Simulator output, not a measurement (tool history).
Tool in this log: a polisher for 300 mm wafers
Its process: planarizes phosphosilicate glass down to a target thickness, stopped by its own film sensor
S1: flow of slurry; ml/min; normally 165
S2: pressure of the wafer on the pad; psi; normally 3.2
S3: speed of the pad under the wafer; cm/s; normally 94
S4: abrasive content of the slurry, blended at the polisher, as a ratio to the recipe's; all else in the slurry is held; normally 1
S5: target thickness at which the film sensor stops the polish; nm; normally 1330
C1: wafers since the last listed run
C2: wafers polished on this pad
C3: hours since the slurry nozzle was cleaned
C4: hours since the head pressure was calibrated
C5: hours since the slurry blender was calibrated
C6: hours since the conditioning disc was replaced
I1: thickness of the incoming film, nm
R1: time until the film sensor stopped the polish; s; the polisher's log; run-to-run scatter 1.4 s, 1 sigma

Run 1, day 0: usual settings; C1 0; C2 1100; C3 257.4; C4 131.9; C5 359.3; C6 522.9; I1 1915.9. Result: R1 105 s.
At day 0.504: slurry blender recalibrated.
At day 1.796: conditioning disc replaced and pad reconditioned.
Run 2, day 4.496: usual settings; C1 513; C2 1614; C3 365.3; C4 239.8; C5 95.8; C6 64.8; I1 1916.4. Result: R1 86.9 s.
Run 3, day 7.4: usual settings; C1 344; C2 1958; C3 435; C4 309.5; C5 165.5; C6 134.5; I1 1918.8. Result: R1 87.3 s.
Run 4, day 9.329: usual settings; C1 228; C2 2187; C3 481.3; C4 355.8; C5 211.8; C6 180.8; I1 1897.1. Result: R1 89.9 s.
At day 9.796: worn pad replaced by a new one.
Run 5, day 11.362: usual settings but S5 1276 nm; C1 221; C2 185; C3 530.1; C4 404.6; C5 260.6; C6 229.6; I1 1924.8. Result: R1 102 s.
At day 11.862: head pressure recalibrated.
At day 17.617: slurry nozzle cleaned.
At day 19.046: slurry blender recalibrated.
Run 6, day 21.721: usual settings but S1 150 ml/min; C1 1203; C2 1389; C3 98.5; C4 236.6; C5 64.2; C6 478.2; I1 1905.2. Result: R1 101.8 s.
Run 7, day 23.446: usual settings but S1 150 ml/min; C1 204; C2 1594; C3 139.9; C4 278; C5 105.6; C6 519.6; I1 1956.1. Result: R1 111.2 s.
At day 24.65: conditioning disc replaced and pad reconditioned.
At day 25.788: worn pad replaced by a new one.
Run 8, day 26.946: usual settings but S1 150 ml/min; C1 385; C2 137; C3 223.9; C4 362; C5 189.6; C6 55.1; I1 1916.7. Result: R1 88.8 s.
At day 29.492: head pressure recalibrated.
Run 9, day 31.175: usual settings; C1 491; C2 629; C3 325.4; C4 40.4; C5 291.1; C6 156.6; I1 1908.4. Result: R1 89.8 s.
Run 10, day 33.229: usual settings but S3 70 cm/s; C1 243; C2 872; C3 374.7; C4 89.7; C5 340.4; C6 205.9; I1 1949.4. Result: R1 112.4 s.
At day 33.692: slurry blender recalibrated.
Run 11, day 38.596: usual settings but S3 70 cm/s; C1 626; C2 1499; C3 503.5; C4 218.5; C5 117.7; C6 334.7; I1 1921.5. Result: R1 112.3 s.
Run 12, day 42.588: usual settings; C1 473; C2 1972; C3 599.3; C4 314.3; C5 213.5; C6 430.5; I1 1919.6. Result: R1 99.5 s.
At day 43.392: worn pad replaced by a new one.
At day 43.992: conditioning disc replaced and pad reconditioned.
Run 13, day 44.596: usual settings but S1 130 ml/min, S5 1428 nm; C1 208; C2 133; C3 647.5; C4 362.5; C5 261.7; C6 14.5; I1 1929.7. Result: R1 75.1 s.
At day 47.562: slurry nozzle cleaned.
Run 14, day 47.767: usual settings; C1 371; C2 504; C3 4.9; C4 438.6; C5 337.8; C6 90.6; I1 1932.5. Result: R1 91.2 s.
At day 48.225: head pressure recalibrated.
At day 49.1: slurry blender recalibrated.
Run 15, day 50.158: usual settings but S1 185 ml/min; C1 263; C2 768; C3 62.3; C4 46.4; C5 25.4; C6 148; I1 1909.4. Result: R1 88.1 s.

What will run 16 give?
Run 16, day 54.296: usual settings; C1 490; C2 1259; C3 161.6; C4 145.7; C5 124.7; C6 247.3; I1 1953.9. Result: R1 ?.

{"run 16": {"R1": 99.7}}
Minus the tool's unlogged condition, the same run would have read R1 89.5 s.
